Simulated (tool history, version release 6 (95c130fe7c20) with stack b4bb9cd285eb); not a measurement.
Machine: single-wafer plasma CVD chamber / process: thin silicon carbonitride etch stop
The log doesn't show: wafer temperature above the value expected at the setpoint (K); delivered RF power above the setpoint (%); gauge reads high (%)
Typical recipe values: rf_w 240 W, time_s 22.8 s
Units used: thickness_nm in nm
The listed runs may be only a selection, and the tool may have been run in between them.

| run | hour | rf_w | time_s | wafers since the last listed run | hours since the last thermocouple change | hours since the last RF generator calibration | hours since the showerhead was replaced | hours since the gauge calibration | read-back reference wafer on the same gauge, thickness_nm | thickness_nm |
|---|---|---|---|---|---|---|---|---|---|---|
| 1 | 0 | 240 | 22.8 | 0 | 2067.6 | 869.4 | 2114.3 | 277.6 | 16.094 | 12.929 |
| 2 | 57.8 | 240 | 22.8 | 1152 | 2125.4 | 927.2 | 2172.1 | 335.4 | 16.087 | 12.913 |
| 3 | 134.3 | 240 | 22.8 | 1525 | 2201.9 | 1003.7 | 2248.6 | 411.9 | 16.083 | 12.848 |
| 4 | 178.9 | 240 | 22.8 | 889 | 2246.5 | 1048.3 | 2293.2 | 456.5 | 16.101 | 12.951 |
| 5 | 243.5 | 240 | 22.8 | 1288 | 2311.1 | 1112.9 | 2357.8 | 521.1 | 16.089 | 12.896 |
| 6 | 306.2 | 240 | 22.8 | 1250 | 2373.8 | 1175.6 | 2420.5 | 583.8 | 16.089 | 12.842 |
| 7 | 370.8 | 240 | 22.8 | 1288 | 2438.4 | 1240.2 | 2485.1 | 648.4 | 16.101 | 12.945 |
| 8 | 404.8 | 240 | 22.8 | 677 | 2472.4 | 1274.2 | 2519.1 | 682.4 | 16.097 | 12.73 |
|  | 423.5 | thermocouple changed; heater temperature recalibrated |
| 9 | 444.6 | 240 | 22.8 | 634 | 21.1 | 1314 | 2558.9 | 722.2 | 16.114 | 12.938 |
| 10 | 490.5 | 240 | 22.8 | 915 | 67 | 1359.9 | 2604.8 | 768.1 | 16.108 | 12.729 |
|  | 505.9 | gauge calibrated |
| 11 | 518.5 | 240 | 22.8 | 558 | 95 | 1387.9 | 2632.8 | 12.6 | 16.103 | 12.841 |
| 12 | 570.2 | 240 | 22.8 | 1030 | 146.7 | 1439.6 | 2684.5 | 64.3 | 16.102 | 12.737 |
| 13 | 614.5 | 240 | 22.8 | 883 | 191 | 1483.9 | 2728.8 | 108.6 | 16.088 | 12.864 |
|  | 634.5 | RF generator calibrated |
| 14 | 645.1 | 210 | 20.8 | 450 | 221.6 | 10.6 | 2759.4 | 139.2 | 16.086 | 11.481 |
| 15 | 701.3 | 240 | 26.7 | 1120 | 277.8 | 66.8 | 2815.6 | 195.4 | 16.094 | 15.593 |
| 16 | 731 | 270 | 20 | 592 | 307.5 | 96.5 | 2845.3 | 225.1 | 16.096 | 12.339 |
| 17 | 767.7 | 240 | 22.8 | 731 | 344.2 | 133.2 | 2882 | 261.8 | 16.094 | 13.142 |
| 18 | 824.1 | 215 | 20.8 | 1124 | 400.6 | 189.6 | 2938.4 | 318.2 | 16.093 | 11.379 |
| 19 | 863.1 | 240 | 22.8 | 777 | 439.6 | 228.6 | 2977.4 | 357.2 | 16.112 | 13.247 |
|  | 887.4 | showerhead replaced, of another model than before |
| 20 | 905.7 | 240 | 22.8 | 689 | 482.2 | 271.2 | 18.3 | 399.8 | 16.108 | 12.951 |
| 21 | 972.4 | 280 | 27 | 1329 | 548.9 | 337.9 | 85 | 466.5 | 16.105 | 17.026 |
| 22 | 1019.1 | 265 | 22.8 | 931 | 595.6 | 384.6 | 131.7 | 513.2 | 16.099 | 13.75 |
| 23 | 1053 | 240 | 26.9 | 675 | 629.5 | 418.5 | 165.6 | 547.1 | 16.099 | 15.362 |
| 24 | 1093.1 | 260 | 24.3 | 799 | 669.6 | 458.6 | 205.7 | 587.2 | 16.106 | 14.563 |
| 25 | 1152.6 | 275 | 22.8 | 1186 | 729.1 | 518.1 | 265.2 | 646.7 | 16.103 | 14.113 |
| 26 | 1196.1 | 240 | 22.8 | 867 | 772.6 | 561.6 | 308.7 | 690.2 | 16.091 | 12.822 |
| 27 | 1226 | 240 | 24.2 | 596 | 802.5 | 591.5 | 338.6 | 720.1 | 16.092 | 13.576 |

Each run again, without the hidden state but with its own random variation kept:
| run | thickness_nm |
|---|---|
| 1 | 13.422 |
| 2 | 13.417 |
| 3 | 13.363 |
| 4 | 13.478 |
| 5 | 13.43 |
| 6 | 13.382 |
| 7 | 13.497 |
| 8 | 13.276 |
| 9 | 13.497 |
| 10 | 13.283 |
| 11 | 13.402 |
| 12 | 13.297 |
| 13 | 13.433 |
| 14 | 11.495 |
| 15 | 15.68 |
| 16 | 12.434 |
| 17 | 13.276 |
| 18 | 11.536 |
| 19 | 13.459 |
| 20 | 13.292 |
| 21 | 17.557 |
| 22 | 14.221 |
| 23 | 15.92 |
| 24 | 15.125 |
| 25 | 14.702 |
| 26 | 13.383 |
| 27 | 14.188 |
